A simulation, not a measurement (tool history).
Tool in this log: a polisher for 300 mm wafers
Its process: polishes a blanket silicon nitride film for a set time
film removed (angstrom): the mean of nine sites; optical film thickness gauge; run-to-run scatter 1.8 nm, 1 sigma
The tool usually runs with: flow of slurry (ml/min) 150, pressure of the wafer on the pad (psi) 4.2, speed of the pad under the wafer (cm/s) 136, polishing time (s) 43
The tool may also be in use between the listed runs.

run    hour  flow of slurry (ml/min)  pressure of the wafer on the pad (psi)  speed of the pad under the wafer (cm/s)  polishing time (s)  wafers since the last listed run  wafers polished on this pad  hours since the slurry nozzle was cleaned  hours since the head pressure was calibrated  incoming thickness of the incoming film, nm  film removed (angstrom)
  1     0.0                      150                                     4.2                                      136                  43                                 0                          175                                      393.9                                         217.3                                        903.0                     1205
  2    30.7                      150                                     4.2                                      136                  43                               333                          509                                      424.6                                         248.0                                        904.1                     1156
       38.3  -- slurry nozzle cleaned
  3    86.4                      150                                     4.2                                      136                  43                               594                         1103                                       48.1                                         303.7                                        905.1                     1156
  4   152.9                      150                                     4.2                                      136                  43                               722                         1826                                      114.6                                         370.2                                        907.8                     1092
  5   204.9                      150                                     4.2                                      136                  43                               565                         2392                                      166.6                                         422.2                                        906.3                     1090
  6   268.5                      150                                     4.2                                      136                  43                               691                         3083                                      230.2                                         485.8                                        915.6                     1059
  7   320.0                      150                                     4.2                                      136                  43                               559                         3643                                      281.7                                         537.3                                        906.7                     1084
  8   351.0                      150                                     4.2                                      170                  43                               336                         3980                                      312.7                                         568.3                                        901.4                     1280
      399.5  -- slurry nozzle cleaned
  9   422.6                      150                                     4.2                                      136                  43                               767                         4747                                       23.1                                         639.9                                        891.4                     1068
      428.5  -- worn pad replaced by a new one
 10   485.2                      150                                     4.2                                      136                  43                               637                          616                                       85.7                                         702.5                                        894.3                     1157
      546.9  -- head pressure recalibrated
 11   555.7                      150                                     4.2                                      136                  43                               744                         1361                                      156.2                                           8.8                                        886.4                     1115
 12   580.4                      150                                     4.2                                      136                  43                               268                         1630                                      180.9                                          33.5                                        899.1                     1137
 13   621.7                      150                                     4.2                                      136                  43                               448                         2079                                      222.2                                          74.8                                        906.9                     1105
 14   681.1                      150                                     4.2                                      136                  43                               645                         2724                                      281.6                                         134.2                                        893.0                     1085
 15   736.0                      150                                     4.2                                      136                  43                               596                         3321                                      336.5                                         189.1                                        889.4                     1106
      754.8  -- slurry nozzle cleaned
 16   768.9                      150                                     3.5                                      136                  43                               346                         3668                                       14.1                                         222.0                                        890.5                      905
      836.4  -- worn pad replaced by a new one
 17   940.8                      150                                     4.2                                      136                  43                              1825                         1134                                      186.0                                         393.9                                        906.7                     1134
 18   993.3                      150                                     4.2                                      136                  43                               570                         1705                                      238.5                                         446.4                                        895.0                     1134
 19  1032.2                      150                                     4.2                                      100                  38                               422                         2128                                      277.4                                         485.3                                        901.6                      752
 20  1103.2                      150                                     4.2                                      136                  43                               771                         2900                                      348.4                                         556.3                                        889.6                     1091
     1135.6  -- slurry nozzle cleaned
 21  1155.0                      150                                     4.2                                      136                  52                               552                         3452                                       19.4                                         608.1                                        917.4                     1309
     1179.0  -- worn pad replaced by a new one
 22  1218.3                      150                                     4.2                                      176                  48                               644                          426                                       82.7                                         671.4                                        890.1                     1646
 23  1268.1                      150                                     4.2                                      104                  43                               541                          968                                      132.5                                         721.2                                        902.7                      927
     1272.5  -- head pressure recalibrated
 24  1305.7                      125                                     3.8                                      136                  58                               386                         1355                                      170.1                                          33.2                                        895.9                     1363
 25  1347.5                      150                                     4.2                                      116                  43                               454                         1809                                      211.9                                          75.0                                        898.5                      977
 26  1381.0                      150                                     4.2                                      136                  43                               364                         2173                                      245.4                                         108.5                                        894.1                     1110
 27  1422.2                      150                                     4.2                                      136                  43                               447                         2621                                      286.6                                         149.7                                        896.1                     1088
 28  1449.0                      150                                     4.2                                      136                  43                               291                         2913                                      313.4                                         176.5                                        892.9                     1101
 29  1500.6                      110                                     2.8                                      160                  43                               560                         3473                                      365.0                                         228.1                                        895.7                      779
     1530.0  -- slurry nozzle cleaned
 30  1539.0                      150                                     4.2                                      110                  43                               406                         3880                                        9.0                                         266.5                                        906.6                      909
     1575.6  -- worn pad replaced by a new one
 31  1592.2                      150                                     3.2                                      136                  30                               534                          180                                       62.2                                         319.7                                        900.3                      643
 32  1628.7                      150                                     4.2                                      180                  43                               396                          576                                       98.7                                         356.2                                        907.1                     1507
 33  1659.0                      150                                     4.2                                      136                  30                               329                          906                                      129.0                                         386.5                                        896.2                      814
 34  1701.2                      150                                     4.2                                      136                  43                               458                         1365                                      171.2                                         428.7                                        892.0                     1128
 35  1758.8                      200                                     4.2                                      136                  43                               626                         1991                                      228.8                                         486.3                                        897.5                     1175
 36  1788.4                      150                                     4.2                                      136                  43                               321                         2313                                      258.4                                         515.9                                        897.4                     1097

The same runs without the tool's hidden state, with the same run-to-run variation:
The hidden state here: removal rate lost through wear of the pad, %; slurry flow missing at the pad, %; deviation of the head's pressure from its setpoint, %.
run  film removed (angstrom)
  1                     1236
  2                     1212
  3                     1248
  4                     1206
  5                     1217
  6                     1193
  7                     1226
  8                     1451
  9                     1215
 10                     1209
 11                     1202
 12                     1236
 13                     1214
 14                     1204
 15                     1235
 16                     1013
 17                     1219
 18                     1242
 19                      831
 20                     1221
 21                     1472
 22                     1705
 23                      988
 24                     1474
 25                     1070
 26                     1226
 27                     1210
 28                     1229
 29                      874
 30                     1022
 31                      657
 32                     1579
 33                      867
 34                     1223
 35                     1296
 36                     1217
